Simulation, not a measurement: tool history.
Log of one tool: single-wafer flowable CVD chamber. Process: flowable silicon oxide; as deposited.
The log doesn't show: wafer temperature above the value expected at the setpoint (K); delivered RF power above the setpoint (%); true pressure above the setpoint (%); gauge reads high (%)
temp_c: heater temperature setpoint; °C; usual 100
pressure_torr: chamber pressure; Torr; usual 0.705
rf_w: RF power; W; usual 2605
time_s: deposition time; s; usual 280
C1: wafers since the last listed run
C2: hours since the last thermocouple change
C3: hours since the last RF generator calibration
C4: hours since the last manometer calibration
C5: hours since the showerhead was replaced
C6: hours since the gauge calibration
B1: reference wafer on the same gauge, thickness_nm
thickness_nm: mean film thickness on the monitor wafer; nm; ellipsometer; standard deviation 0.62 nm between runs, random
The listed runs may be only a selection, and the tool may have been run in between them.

run 1 hour=0.0 | temp_c=100 pressure_torr=0.705 rf_w=2605 time_s=313 | C1=0 C2=1421.9 C3=1074.7 C4=1207.0 C5=5472.0 C6=521.9 | B1=141.090 | thickness_nm=178.582
run 2 hour=70.5 | temp_c=100 pressure_torr=0.705 rf_w=2605 time_s=313 | C1=289 C2=1492.4 C3=1145.2 C4=1277.5 C5=5542.5 C6=592.4 | B1=141.081 | thickness_nm=177.524
run 3 hour=99.2 | temp_c=100 pressure_torr=0.705 rf_w=2605 time_s=280 | C1=118 C2=1521.1 C3=1173.9 C4=1306.2 C5=5571.2 C6=621.1 | B1=140.870 | thickness_nm=158.687
run 4 hour=139.2 | temp_c=100 pressure_torr=0.705 rf_w=2605 time_s=280 | C1=164 C2=1561.1 C3=1213.9 C4=1346.2 C5=5611.2 C6=661.1 | B1=140.752 | thickness_nm=159.551
run 5 hour=166.8 | temp_c=100 pressure_torr=0.705 rf_w=2605 time_s=280 | C1=113 C2=1588.7 C3=1241.5 C4=1373.8 C5=5638.8 C6=688.7 | B1=141.104 | thickness_nm=158.958
run 6 hour=211.0 | temp_c=100 pressure_torr=0.705 rf_w=2605 time_s=280 | C1=181 C2=1632.9 C3=1285.7 C4=1418.0 C5=5683.0 C6=732.9 | B1=141.061 | thickness_nm=160.394
run 7 hour=244.9 | temp_c=100 pressure_torr=0.705 rf_w=2605 time_s=280 | C1=139 C2=1666.8 C3=1319.6 C4=1451.9 C5=5716.9 C6=766.8 | B1=141.181 | thickness_nm=160.910
run 8 hour=275.2 | temp_c=90 pressure_torr=0.705 rf_w=2605 time_s=280 | C1=124 C2=1697.1 C3=1349.9 C4=1482.2 C5=5747.2 C6=797.1 | B1=140.978 | thickness_nm=212.538
run 9 hour=328.0 | temp_c=90 pressure_torr=0.705 rf_w=2605 time_s=280 | C1=217 C2=1749.9 C3=1402.7 C4=1535.0 C5=5800.0 C6=849.9 | B1=140.892 | thickness_nm=213.338
run 10 hour=378.5 | temp_c=100 pressure_torr=0.604 rf_w=2605 time_s=280 | C1=207 C2=1800.4 C3=1453.2 C4=1585.5 C5=5850.5 C6=900.4 | B1=141.031 | thickness_nm=137.158
run 11 hour=404.9 | temp_c=100 pressure_torr=0.705 rf_w=2605 time_s=280 | C1=108 C2=1826.8 C3=1479.6 C4=1611.9 C5=5876.9 C6=926.8 | B1=140.990 | thickness_nm=159.096
-- hour=433.2 thermocouple changed; heater temperature recalibrated
run 12 hour=452.6 | temp_c=100 pressure_torr=0.705 rf_w=2605 time_s=280 | C1=163 C2=19.4 C3=1527.3 C4=1659.6 C5=5924.6 C6=974.5 | B1=141.006 | thickness_nm=159.460
run 13 hour=510.5 | temp_c=100 pressure_torr=0.774 rf_w=2605 time_s=311 | C1=238 C2=77.3 C3=1585.2 C4=1717.5 C5=5982.5 C6=1032.4 | B1=140.637 | thickness_nm=194.158
run 14 hour=547.0 | temp_c=100 pressure_torr=0.705 rf_w=2605 time_s=280 | C1=150 C2=113.8 C3=1621.7 C4=1754.0 C5=6019.0 C6=1068.9 | B1=141.174 | thickness_nm=159.352
-- hour=547.4 gauge calibrated
run 15 hour=579.3 | temp_c=100 pressure_torr=0.705 rf_w=2605 time_s=280 | C1=132 C2=146.1 C3=1654.0 C4=1786.3 C5=6051.3 C6=31.9 | B1=140.985 | thickness_nm=159.748
-- hour=588.1 showerhead replaced
run 16 hour=616.0 | temp_c=100 pressure_torr=0.582 rf_w=2605 time_s=312 | C1=118 C2=182.8 C3=1690.7 C4=1823.0 C5=27.9 C6=68.6 | B1=141.032 | thickness_nm=147.624
run 17 hour=662.8 | temp_c=89 pressure_torr=0.824 rf_w=2605 time_s=331 | C1=192 C2=229.6 C3=1737.5 C4=1869.8 C5=74.7 C6=115.4 | B1=141.062 | thickness_nm=302.752
run 18 hour=696.7 | temp_c=85 pressure_torr=0.610 rf_w=2330 time_s=307 | C1=139 C2=263.5 C3=1771.4 C4=1903.7 C5=108.6 C6=149.3 | B1=141.035 | thickness_nm=229.236
run 19 hour=730.1 | temp_c=100 pressure_torr=0.705 rf_w=2895 time_s=280 | C1=137 C2=296.9 C3=1804.8 C4=1937.1 C5=142.0 C6=182.7 | B1=141.147 | thickness_nm=161.635
-- hour=784.7 capacitance manometer re-zeroed and calibrated
run 20 hour=890.7 | temp_c=106 pressure_torr=0.705 rf_w=2605 time_s=280 | C1=627 C2=457.5 C3=1965.4 C4=106.0 C5=302.6 C6=343.3 | B1=140.987 | thickness_nm=128.858
-- hour=1013.5 RF generator calibrated
run 21 hour=1066.4 | temp_c=100 pressure_torr=0.749 rf_w=2605 time_s=261 | C1=689 C2=633.2 C3=52.9 C4=281.7 C5=478.3 C6=519.0 | B1=140.988 | thickness_nm=153.478

Run 22 comes next. What will it give?
run 22 hour=1117.5 | temp_c=100 pressure_torr=0.705 rf_w=2605 time_s=336 | C1=210 C2=684.3 C3=104.0 C4=332.8 C5=529.4 C6=570.1 | B1=? | thickness_nm=?

Run 22 came out at B1 140.792, thickness_nm 188.248 nm.
On a tool with no hidden condition, and with the same random variation, this run would have come out at thickness_nm 185.000 nm.

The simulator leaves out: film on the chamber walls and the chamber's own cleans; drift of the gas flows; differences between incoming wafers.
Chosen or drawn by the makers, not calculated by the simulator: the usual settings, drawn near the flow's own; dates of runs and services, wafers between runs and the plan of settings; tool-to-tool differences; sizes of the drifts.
